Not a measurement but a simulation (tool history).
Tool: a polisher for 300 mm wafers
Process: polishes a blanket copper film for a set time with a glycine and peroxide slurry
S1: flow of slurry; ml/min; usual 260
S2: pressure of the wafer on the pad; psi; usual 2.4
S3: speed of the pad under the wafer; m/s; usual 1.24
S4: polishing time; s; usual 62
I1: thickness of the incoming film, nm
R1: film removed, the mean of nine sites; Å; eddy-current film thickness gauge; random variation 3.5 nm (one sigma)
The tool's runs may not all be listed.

{"run": 1, "hour": 0.0, "S1": 260, "S2": 2.4, "S3": 1.24, "S4": 62, "I1": 1029.8, "R1": 3637}
{"run": 2, "hour": 8.2, "S1": 260, "S2": 2.4, "S3": 1.24, "S4": 62, "I1": 1026.5, "R1": 3632}
{"run": 3, "hour": 16.4, "S1": 260, "S2": 2.4, "S3": 1.24, "S4": 62, "I1": 1042.1, "R1": 3581}
{"run": 4, "hour": 32.0, "S1": 260, "S2": 2.4, "S3": 1.24, "S4": 62, "I1": 1032.8, "R1": 3543}
{"run": 5, "hour": 39.4, "S1": 260, "S2": 2.4, "S3": 1.24, "S4": 62, "I1": 1043.3, "R1": 3544}
{"run": 6, "hour": 56.3, "S1": 260, "S2": 2.4, "S3": 1.24, "S4": 62, "I1": 1028.7, "R1": 3524}
{"run": 7, "hour": 66.6, "S1": 260, "S2": 2.4, "S3": 1.24, "S4": 62, "I1": 1046.2, "R1": 3556}
{"hour": 74.9, "done": "head pressure recalibrated"}
{"run": 8, "hour": 78.7, "S1": 260, "S2": 2.4, "S3": 0.94, "S4": 62, "I1": 1029.7, "R1": 2790}
{"run": 9, "hour": 95.7, "S1": 260, "S2": 2.4, "S3": 1.24, "S4": 62, "I1": 1035.5, "R1": 3504}
{"hour": 102.7, "done": "worn pad replaced by a new one"}
{"run": 10, "hour": 103.6, "S1": 260, "S2": 2.4, "S3": 1.24, "S4": 62, "I1": 1033.1, "R1": 3709}
{"hour": 112.1, "done": "slurry nozzle cleaned"}
{"run": 11, "hour": 112.6, "S1": 340, "S2": 2.4, "S3": 1.6, "S4": 62, "I1": 1022.3, "R1": 4650}
{"run": 12, "hour": 124.7, "S1": 260, "S2": 2.1, "S3": 1.24, "S4": 62, "I1": 1007.8, "R1": 3237}
{"run": 13, "hour": 138.5, "S1": 260, "S2": 2.4, "S3": 0.88, "S4": 69, "I1": 1029.1, "R1": 3064}
{"run": 14, "hour": 145.2, "S1": 200, "S2": 2.4, "S3": 0.96, "S4": 68, "I1": 1011.8, "R1": 3108}
{"run": 15, "hour": 156.8, "S1": 305, "S2": 2.2, "S3": 1.42, "S4": 48, "I1": 1034.2, "R1": 2956}

Forecast each of these 4 alternatives for the next run:
{"run": "A", "hour": 157.2, "S1": 260, "S2": 2.4, "S3": 1.24, "S4": 62, "I1": 1028.1, "R1": "?"}
{"run": "B", "hour": 157.2, "S1": 260, "S2": 2.4, "S3": 1.02, "S4": 62, "I1": 1028.1, "R1": "?"}
{"run": "C", "hour": 157.2, "S1": 260, "S2": 1.9, "S3": 1.62, "S4": 43, "I1": 1028.1, "R1": "?"}
{"run": "D", "hour": 157.2, "S1": 225, "S2": 2.4, "S3": 1.24, "S4": 84, "I1": 1028.1, "R1": "?"}

run=A R1=3608
run=B R1=3075
run=C R1=2574
run=D R1=4803
Without the tool's hidden state the same runs would have given:
run=A R1=3811
run=B R1=3248
run=C R1=2719
run=D R1=5073

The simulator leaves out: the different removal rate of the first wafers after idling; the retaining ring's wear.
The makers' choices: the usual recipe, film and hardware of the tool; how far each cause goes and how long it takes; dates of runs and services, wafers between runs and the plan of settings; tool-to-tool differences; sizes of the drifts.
